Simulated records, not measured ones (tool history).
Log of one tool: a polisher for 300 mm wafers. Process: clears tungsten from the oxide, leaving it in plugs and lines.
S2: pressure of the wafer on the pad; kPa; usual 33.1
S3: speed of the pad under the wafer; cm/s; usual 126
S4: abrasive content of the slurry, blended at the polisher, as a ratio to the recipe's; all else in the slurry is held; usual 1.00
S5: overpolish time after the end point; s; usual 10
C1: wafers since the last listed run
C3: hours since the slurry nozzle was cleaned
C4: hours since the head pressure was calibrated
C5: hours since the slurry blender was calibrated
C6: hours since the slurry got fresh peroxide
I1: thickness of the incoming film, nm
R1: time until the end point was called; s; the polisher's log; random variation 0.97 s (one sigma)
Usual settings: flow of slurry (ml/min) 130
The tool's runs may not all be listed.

run 1 day=0.000 | flow_of_slurry_(ml/min)=130 S2=33.1 S3=126 S4=1.00 S5=10 | C1=0 wafers_polished_on_this_pad=348 C3=609.6 C4=52.2 C5=245.6 C6=87.7 | I1=533.3 | R1=59.9
run 2 day=0.438 | flow_of_slurry_(ml/min)=130 S2=33.1 S3=126 S4=1.00 S5=10 | C1=77 wafers_polished_on_this_pad=426 C3=620.1 C4=62.7 C5=256.1 C6=98.2 | I1=534.5 | R1=60.6
run 3 day=1.129 | flow_of_slurry_(ml/min)=90 S2=26.9 S3=126 S4=1.25 S5=14 | C1=123 wafers_polished_on_this_pad=549 C3=636.7 C4=79.3 C5=272.7 C6=114.8 | I1=535.2 | R1=74.5
run 4 day=1.425 | flow_of_slurry_(ml/min)=130 S2=33.1 S3=126 S4=1.00 S5=10 | C1=52 wafers_polished_on_this_pad=601 C3=643.8 C4=86.4 C5=279.8 C6=121.9 | I1=532.7 | R1=58.3
-- day=1.558 slurry tank refilled with fresh slurry and peroxide
-- day=1.788 head pressure recalibrated, repeated, since the last time left the tool worse
run 5 day=1.846 | flow_of_slurry_(ml/min)=130 S2=40.7 S3=126 S4=1.00 S5=10 | C1=52 wafers_polished_on_this_pad=654 C3=653.9 C4=1.4 C5=289.9 C6=6.9 | I1=535.2 | R1=57.0
-- day=2.446 worn pad replaced by a new one
run 6 day=2.558 | flow_of_slurry_(ml/min)=130 S2=27.6 S3=92 S4=1.00 S5=10 | C1=97 wafers_polished_on_this_pad=20 C3=671.0 C4=18.5 C5=307.0 C6=24.0 | I1=539.5 | R1=106.3
run 7 day=2.912 | flow_of_slurry_(ml/min)=160 S2=33.1 S3=126 S4=1.10 S5=10 | C1=62 wafers_polished_on_this_pad=83 C3=679.5 C4=27.0 C5=315.5 C6=32.5 | I1=522.4 | R1=61.9
run 8 day=3.512 | flow_of_slurry_(ml/min)=115 S2=33.1 S3=126 S4=1.00 S5=16 | C1=106 wafers_polished_on_this_pad=189 C3=693.9 C4=41.4 C5=329.9 C6=46.9 | I1=535.5 | R1=70.0
run 9 day=4.254 | flow_of_slurry_(ml/min)=90 S2=33.1 S3=152 S4=0.85 S5=15 | C1=131 wafers_polished_on_this_pad=321 C3=711.7 C4=59.2 C5=347.7 C6=64.7 | I1=537.9 | R1=63.0
run 10 day=4.567 | flow_of_slurry_(ml/min)=130 S2=21.4 S3=154 S4=1.00 S5=10 | C1=55 wafers_polished_on_this_pad=377 C3=719.2 C4=66.7 C5=355.2 C6=72.2 | I1=530.6 | R1=74.5
run 11 day=4.833 | flow_of_slurry_(ml/min)=170 S2=33.1 S3=126 S4=1.00 S5=10 | C1=47 wafers_polished_on_this_pad=424 C3=725.6 C4=73.1 C5=361.6 C6=78.6 | I1=521.6 | R1=64.0
run 12 day=5.371 | flow_of_slurry_(ml/min)=130 S2=24.1 S3=126 S4=0.80 S5=10 | C1=95 wafers_polished_on_this_pad=520 C3=738.5 C4=86.0 C5=374.5 C6=91.5 | I1=526.6 | R1=86.5
run 13 day=5.821 | flow_of_slurry_(ml/min)=130 S2=33.1 S3=112 S4=0.80 S5=6 | C1=80 wafers_polished_on_this_pad=600 C3=749.3 C4=96.8 C5=385.3 C6=102.3 | I1=533.4 | R1=77.2
run 14 day=6.408 | flow_of_slurry_(ml/min)=130 S2=33.1 S3=126 S4=1.00 S5=10 | C1=104 wafers_polished_on_this_pad=704 C3=763.4 C4=110.9 C5=399.4 C6=116.4 | I1=535.8 | R1=65.6
-- day=6.658 slurry tank refilled with fresh slurry and peroxide
run 15 day=6.679 | flow_of_slurry_(ml/min)=85 S2=37.2 S3=82 S4=1.00 S5=10 | C1=40 wafers_polished_on_this_pad=745 C3=769.9 C4=117.4 C5=405.9 C6=0.5 | I1=531.0 | R1=104.0
-- day=6.917 worn pad replaced by a new one
run 16 day=7.258 | flow_of_slurry_(ml/min)=130 S2=33.1 S3=126 S4=1.00 S5=10 | C1=73 wafers_polished_on_this_pad=61 C3=783.8 C4=131.3 C5=419.8 C6=14.4 | I1=533.8 | R1=66.2
-- day=7.583 slurry nozzle cleaned
-- day=7.858 slurry blender recalibrated
run 17 day=7.879 | flow_of_slurry_(ml/min)=130 S2=23.4 S3=126 S4=1.00 S5=10 | C1=88 wafers_polished_on_this_pad=149 C3=7.1 C4=146.2 C5=0.5 C6=29.3 | I1=523.0 | R1=83.5
run 18 day=8.417 | flow_of_slurry_(ml/min)=160 S2=33.1 S3=126 S4=1.10 S5=10 | C1=95 wafers_polished_on_this_pad=244 C3=20.0 C4=159.1 C5=13.4 C6=42.2 | I1=525.2 | R1=62.1
run 19 day=8.708 | flow_of_slurry_(ml/min)=130 S2=33.1 S3=126 S4=1.00 S5=10 | C1=51 wafers_polished_on_this_pad=296 C3=27.0 C4=166.1 C5=20.4 C6=49.2 | I1=525.0 | R1=66.8
run 20 day=9.346 | flow_of_slurry_(ml/min)=130 S2=33.1 S3=126 S4=1.00 S5=7 | C1=113 wafers_polished_on_this_pad=410 C3=42.3 C4=181.4 C5=35.7 C6=64.5 | I1=529.9 | R1=64.9
run 21 day=10.054 | flow_of_slurry_(ml/min)=130 S2=33.1 S3=126 S4=1.25 S5=10 | C1=125 wafers_polished_on_this_pad=536 C3=59.3 C4=198.4 C5=52.7 C6=81.5 | I1=526.6 | R1=63.6
run 22 day=10.383 | flow_of_slurry_(ml/min)=145 S2=33.1 S3=146 S4=1.15 S5=10 | C1=58 wafers_polished_on_this_pad=594 C3=67.2 C4=206.3 C5=60.6 C6=89.4 | I1=526.1 | R1=53.5
run 23 day=10.804 | flow_of_slurry_(ml/min)=130 S2=44.1 S3=126 S4=0.90 S5=10 | C1=74 wafers_polished_on_this_pad=669 C3=77.3 C4=216.4 C5=70.7 C6=99.5 | I1=531.6 | R1=54.3
run 24 day=11.500 | flow_of_slurry_(ml/min)=90 S2=35.9 S3=126 S4=1.20 S5=10 | C1=123 wafers_polished_on_this_pad=793 C3=94.0 C4=233.1 C5=87.4 C6=116.2 | I1=530.0 | R1=66.0
-- day=11.662 slurry tank refilled with fresh slurry and peroxide
run 25 day=11.900 | flow_of_slurry_(ml/min)=130 S2=33.1 S3=112 S4=0.80 S5=6 | C1=63 wafers_polished_on_this_pad=856 C3=103.6 C4=242.7 C5=97.0 C6=5.7 | I1=531.8 | R1=76.0
-- day=12.562 worn pad replaced by a new one
run 26 day=12.583 | flow_of_slurry_(ml/min)=130 S2=39.3 S3=126 S4=1.00 S5=10 | C1=91 wafers_polished_on_this_pad=3 C3=120.0 C4=259.1 C5=113.4 C6=22.1 | I1=529.2 | R1=57.5
run 27 day=13.029 | flow_of_slurry_(ml/min)=110 S2=33.1 S3=126 S4=1.00 S5=10 | C1=79 wafers_polished_on_this_pad=82 C3=130.7 C4=269.8 C5=124.1 C6=32.8 | I1=521.7 | R1=68.4

The tool's hidden state at each run:
removal rate lost through wear of the pad, %: 0 in every run
slurry flow missing at the pad, %: 0 in every run
abrasive missing from the slurry, %: 0 in every run
peroxide lost from the slurry, %: 0 in every run
H1: deviation of the head's pressure from its setpoint, %
run=1 H1=15.2
run=2 H1=15.3
run=3 H1=15.5
run=4 H1=15.5
run=5 H1=-0.392
run=6 H1=-0.251
run=7 H1=-0.181
run=8 H1=-0.0628
run=9 H1=0.0836
run=10 H1=0.145
run=11 H1=0.198
run=12 H1=0.304
run=13 H1=0.393
run=14 H1=0.509
run=15 H1=0.562
run=16 H1=0.677
run=17 H1=0.799
run=18 H1=0.905
run=19 H1=0.963
run=20 H1=1.09
run=21 H1=1.23
run=22 H1=1.29
run=23 H1=1.38
run=24 H1=1.51
run=25 H1=1.59
run=26 H1=1.73
run=27 H1=1.82
